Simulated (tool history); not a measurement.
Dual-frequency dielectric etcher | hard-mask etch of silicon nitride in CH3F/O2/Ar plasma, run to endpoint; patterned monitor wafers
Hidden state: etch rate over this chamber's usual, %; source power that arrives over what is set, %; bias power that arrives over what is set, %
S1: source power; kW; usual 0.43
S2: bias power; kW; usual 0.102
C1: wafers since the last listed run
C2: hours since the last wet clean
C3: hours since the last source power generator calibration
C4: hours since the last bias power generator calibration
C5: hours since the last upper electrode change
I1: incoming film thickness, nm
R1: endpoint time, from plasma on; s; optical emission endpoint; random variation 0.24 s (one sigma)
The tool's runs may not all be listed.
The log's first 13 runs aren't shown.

run   hour    S1     S2    C1     C2      C3     C4     C5     I1    R1
 14  372.7  0.43  0.095   859  293.9  3122.1  126.7   60.5  30.88  41.3
 15  391.6  0.43  0.102   270  312.8    3141  145.6   79.4  30.86  39.9
 16  421.7  0.36  0.115   431  342.9  3171.1  175.7  109.5  31.08  40.4
 17  441.9  0.49  0.102   289  363.1  3191.3  195.9  129.7  30.96  39.3
 18  465.8  0.36  0.116   342    387  3215.2  219.8  153.6  30.67  39.6
 19  494.2  0.37  0.102   406  415.4  3243.6  248.2    182   31.2  42.5
 20  506.7  0.47  0.123   179  427.9  3256.1  260.7  194.5  30.67  36.5
 21  520.5  0.43  0.102   197  441.7  3269.9  274.5  208.3  31.18  41.8
     561.8  -- wet clean of the chamber
 22  562.3  0.39  0.095   254    0.5  3311.7  316.3  250.1  30.75  41.2
 23  570.1  0.47  0.079   111    8.3  3319.5  324.1  257.9  31.33  43.1
 24  585.2  0.53  0.121   216   23.4  3334.6  339.2    273  30.83  34.4
 25  620.9  0.34  0.077   511   59.1  3370.3  374.9  308.7  30.81  46.7
     628.1  -- source power generator calibrated
 26  695.8  0.43  0.125  1015    134    67.7  449.8  383.6  30.78  36.2
 27  718.1  0.43  0.102   319  156.3      90  472.1  405.9  30.99  40.2
 28  732.3  0.54  0.125   203  170.5   104.2  486.3  420.1  31.04  34.4
 29    757  0.46  0.102   353  195.2   128.9    511  444.8  30.63  39.1
 30  780.9   0.5  0.102   342  219.1   152.8  534.9  468.7  30.66  38.2
 31  810.3   0.5  0.114   421  248.5   182.2  564.3  498.1  31.02  37.3

Forecast each of these 5 alternatives for the next run:
  A  810.7  0.43   0.08   5  248.9  182.6  564.7  498.5  31.2   ?
  B  810.7  0.53  0.092   5  248.9  182.6  564.7  498.5  31.2   ?
  C  810.7  0.52  0.094   5  248.9  182.6  564.7  498.5  31.2   ?
  D  810.7  0.36  0.082   5  248.9  182.6  564.7  498.5  31.2   ?
  E  810.7  0.53  0.095   5  248.9  182.6  564.7  498.5  31.2   ?

run    R1
  A    45
  B  39.9
  C  39.8
  D  46.5
  E  39.4
Without the tool's hidden state the same runs would have given:
run    R1
  A  43.7
  B  38.8
  C  38.6
  D  45.2
  E  38.3

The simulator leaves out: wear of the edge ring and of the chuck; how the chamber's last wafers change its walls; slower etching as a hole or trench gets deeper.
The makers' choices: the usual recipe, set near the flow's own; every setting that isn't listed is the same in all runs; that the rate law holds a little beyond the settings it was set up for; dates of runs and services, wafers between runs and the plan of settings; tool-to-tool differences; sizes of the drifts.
